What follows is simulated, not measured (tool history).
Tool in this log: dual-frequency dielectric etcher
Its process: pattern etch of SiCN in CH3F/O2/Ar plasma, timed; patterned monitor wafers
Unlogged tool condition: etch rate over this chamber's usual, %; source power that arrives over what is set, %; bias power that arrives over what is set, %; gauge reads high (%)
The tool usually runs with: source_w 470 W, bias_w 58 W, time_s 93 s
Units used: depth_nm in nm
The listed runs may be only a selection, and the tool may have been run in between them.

run	hour	source_w	bias_w	time_s	wafers since the last listed run	hours since the last wet clean	hours since the last source power generator calibration	hours since the last bias power generator calibration	hours since the last upper electrode change	hours since the gauge calibration	read-back reference wafer on the same gauge, depth_nm	depth_nm
1	0	420	58	93	0	263	1810.5	4323.9	1575.3	283.3	34.51	30.99
2	34	470	64	93	253	297	1844.5	4357.9	1609.3	317.3	34.5	33.08
3	56.7	470	64	93	169	319.7	1867.2	4380.6	1632	340	34.49	33.07
4	86.8	470	64	93	224	349.8	1897.3	4410.7	1662.1	370.1	34.5	33.07
5	114.1	470	58	93	203	377.1	1924.6	4438	1689.4	397.4	34.5	32.37
6	127.1	470	58	93	96	390.1	1937.6	4451	1702.4	410.4	34.52	32.34
7	149.5	390	47	93	166	412.5	1960	4473.4	1724.8	432.8	34.49	28.79
8	178.9	470	58	93	218	441.9	1989.4	4502.8	1754.2	462.2	34.49	32.44
9	200.2	470	58	93	158	463.2	2010.7	4524.1	1775.5	483.5	34.51	32.43
# hour 235.6: source power generator calibrated
# hour 245.8: bias power generator calibrated
# hour 254.6: gauge calibrated
10	264.3	470	58	93	417	527.3	28.7	18.5	1839.6	9.7	34.51	33.22
11	280.6	440	58	71	121	543.6	45	34.8	1855.9	26	34.5	24.77
# hour 304.7: upper electrode replaced
# hour 319.2: wet clean of the chamber
12	319.7	420	50	84.5	4	0.5	84.1	73.9	15	65.1	34.5	27.56
13	332.8	390	44	102	97	13.6	97.2	87	28.1	78.2	34.5	31.44
14	350.2	370	58	101	129	31	114.6	104.4	45.5	95.6	34.5	32.34
15	362.4	440	58	93	90	43.2	126.8	116.6	57.7	107.8	34.51	31.94
16	397.3	580	68	109	259	78.1	161.7	151.5	92.6	142.7	34.48	43.11
17	412.2	470	58	93	110	93	176.6	166.4	107.5	157.6	34.49	32.78
18	438.8	470	62	67.5	198	119.6	203.2	193	134.1	184.2	34.5	24.12
19	474.3	470	58	74	264	155.1	238.7	228.5	169.6	219.7	34.51	26.1
20	501.3	510	53	103.5	201	182.1	265.7	255.5	196.6	246.7	34.5	37.06
21	525.8	370	58	101	182	206.6	290.2	280	221.1	271.2	34.49	32.39
22	552.4	510	58	118	198	233.2	316.8	306.6	247.7	297.8	34.52	43.08
23	578.5	420	58	93	194	259.3	342.9	332.7	273.8	323.9	34.51	31.54

4 options for the next run, each taken on its own from the tool as it stands now. Forecast them:
A	578.9	470	58	112.5	2	259.7	343.3	333.1	274.2	324.3	?	?
B	578.9	530	58	80.5	2	259.7	343.3	333.1	274.2	324.3	?	?
C	578.9	400	65	108.5	2	259.7	343.3	333.1	274.2	324.3	?	?
D	578.9	390	68	84.5	2	259.7	343.3	333.1	274.2	324.3	?	?

run	read-back reference wafer on the same gauge, depth_nm	depth_nm
A	34.51	39.89
B	34.51	29.95
C	34.51	36.96
D	34.51	28.79
Without the tool's unlogged condition, the same runs would have read:
run	depth_nm
A	39.65
B	29.77
C	36.73
D	28.61
